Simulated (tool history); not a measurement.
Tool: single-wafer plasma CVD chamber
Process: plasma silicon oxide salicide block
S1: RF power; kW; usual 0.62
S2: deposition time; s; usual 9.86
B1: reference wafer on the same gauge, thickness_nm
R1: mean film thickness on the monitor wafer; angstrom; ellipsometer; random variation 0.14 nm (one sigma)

{"run": 1, "hour": 0.0, "S1": 0.62, "S2": 9.86, "B1": 81.611, "R1": 898.51}
{"run": 2, "hour": 12.2, "S1": 0.62, "S2": 9.86, "B1": 81.61, "R1": 899.29}
{"run": 3, "hour": 29.0, "S1": 0.55, "S2": 9.86, "B1": 81.574, "R1": 857.85}
{"run": 4, "hour": 45.1, "S1": 0.55, "S2": 9.86, "B1": 81.594, "R1": 860.8}
{"run": 5, "hour": 56.7, "S1": 0.55, "S2": 9.86, "B1": 81.602, "R1": 859.63}
{"run": 6, "hour": 69.0, "S1": 0.62, "S2": 8.53, "B1": 81.6, "R1": 776.72}
{"run": 7, "hour": 80.8, "S1": 0.62, "S2": 8.53, "B1": 81.613, "R1": 776.16}
{"run": 8, "hour": 88.8, "S1": 0.62, "S2": 9.86, "B1": 81.59, "R1": 897.59}
{"run": 9, "hour": 96.4, "S1": 0.62, "S2": 9.86, "B1": 81.597, "R1": 899.1}
{"run": 10, "hour": 109.8, "S1": 0.62, "S2": 9.86, "B1": 81.601, "R1": 897.89}
{"run": 11, "hour": 122.3, "S1": 0.62, "S2": 9.38, "B1": 81.6, "R1": 856.51}
{"run": 12, "hour": 133.4, "S1": 0.62, "S2": 9.02, "B1": 81.624, "R1": 822.53}
{"run": 13, "hour": 150.1, "S1": 0.62, "S2": 9.86, "B1": 81.618, "R1": 898.05}
{"run": 14, "hour": 158.6, "S1": 0.62, "S2": 9.86, "B1": 81.607, "R1": 897.55}
{"run": 15, "hour": 175.4, "S1": 0.62, "S2": 9.86, "B1": 81.583, "R1": 898.63}
{"run": 16, "hour": 189.1, "S1": 0.555, "S2": 9.23, "B1": 81.609, "R1": 808.22}
{"hour": 213.5, "done": "RF generator calibrated"}
{"run": 17, "hour": 214.0, "S1": 0.555, "S2": 9.23, "B1": 81.602, "R1": 829.84}
{"run": 18, "hour": 222.5, "S1": 0.555, "S2": 9.23, "B1": 81.606, "R1": 827.53}
{"hour": 240.2, "done": "gauge calibrated"}
{"hour": 244.7, "done": "showerhead replaced"}
{"run": 19, "hour": 264.7, "S1": 0.69, "S2": 8.37, "B1": 81.598, "R1": 809.92}
{"run": 20, "hour": 271.1, "S1": 0.51, "S2": 9.86, "B1": 81.59, "R1": 856.11}
{"run": 21, "hour": 281.2, "S1": 0.62, "S2": 9.86, "B1": 81.626, "R1": 919.1}
{"run": 22, "hour": 295.3, "S1": 0.665, "S2": 9.34, "B1": 81.554, "R1": 892.51}
{"run": 23, "hour": 307.3, "S1": 0.5, "S2": 8.02, "B1": 81.617, "R1": 691.66}
{"run": 24, "hour": 317.1, "S1": 0.62, "S2": 9.86, "B1": 81.648, "R1": 920.57}
{"run": 25, "hour": 330.5, "S1": 0.655, "S2": 11.08, "B1": 81.603, "R1": 1054.07}
{"run": 26, "hour": 347.2, "S1": 0.62, "S2": 8.53, "B1": 81.622, "R1": 793.47}
{"run": 27, "hour": 363.0, "S1": 0.62, "S2": 9.14, "B1": 81.587, "R1": 849.91}
{"run": 28, "hour": 370.4, "S1": 0.62, "S2": 9.86, "B1": 81.59, "R1": 916.36}
{"run": 29, "hour": 378.6, "S1": 0.52, "S2": 11.69, "B1": 81.647, "R1": 1017.29}
{"run": 30, "hour": 387.2, "S1": 0.62, "S2": 8.76, "B1": 81.578, "R1": 813.92}
{"run": 31, "hour": 403.1, "S1": 0.7, "S2": 7.94, "B1": 81.648, "R1": 768.69}
{"run": 32, "hour": 413.3, "S1": 0.745, "S2": 11.76, "B1": 81.599, "R1": 1167.72}
{"run": 33, "hour": 423.6, "S1": 0.735, "S2": 11.01, "B1": 81.62, "R1": 1081.6}
{"run": 34, "hour": 431.3, "S1": 0.62, "S2": 9.86, "B1": 81.612, "R1": 914.54}
{"run": 35, "hour": 440.6, "S1": 0.52, "S2": 10.97, "B1": 81.6, "R1": 956.55}
{"run": 36, "hour": 455.5, "S1": 0.655, "S2": 8.15, "B1": 81.605, "R1": 771.58}
{"run": 37, "hour": 467.0, "S1": 0.665, "S2": 11.7, "B1": 81.609, "R1": 1111.69}

What the log doesn't show, run by run:
gauge reads high (%): 0 in every run
H1: delivered RF power above the setpoint (%)
run=1 H1=-7.5
run=2 H1=-7.51
run=3 H1=-7.52
run=4 H1=-7.53
run=5 H1=-7.53
run=6 H1=-7.54
run=7 H1=-7.55
run=8 H1=-7.55
run=9 H1=-7.55
run=10 H1=-7.56
run=11 H1=-7.57
run=12 H1=-7.57
run=13 H1=-7.58
run=14 H1=-7.59
run=15 H1=-7.59
run=16 H1=-7.6
run=17 H1=-0.513
run=18 H1=-0.606
run=19 H1=-1.05
run=20 H1=-1.12
run=21 H1=-1.22
run=22 H1=-1.36
run=23 H1=-1.47
run=24 H1=-1.57
run=25 H1=-1.69
run=26 H1=-1.84
run=27 H1=-1.98
run=28 H1=-2.05
run=29 H1=-2.12
run=30 H1=-2.19
run=31 H1=-2.33
run=32 H1=-2.41
run=33 H1=-2.49
run=34 H1=-2.55
run=35 H1=-2.63
run=36 H1=-2.74
run=37 H1=-2.83

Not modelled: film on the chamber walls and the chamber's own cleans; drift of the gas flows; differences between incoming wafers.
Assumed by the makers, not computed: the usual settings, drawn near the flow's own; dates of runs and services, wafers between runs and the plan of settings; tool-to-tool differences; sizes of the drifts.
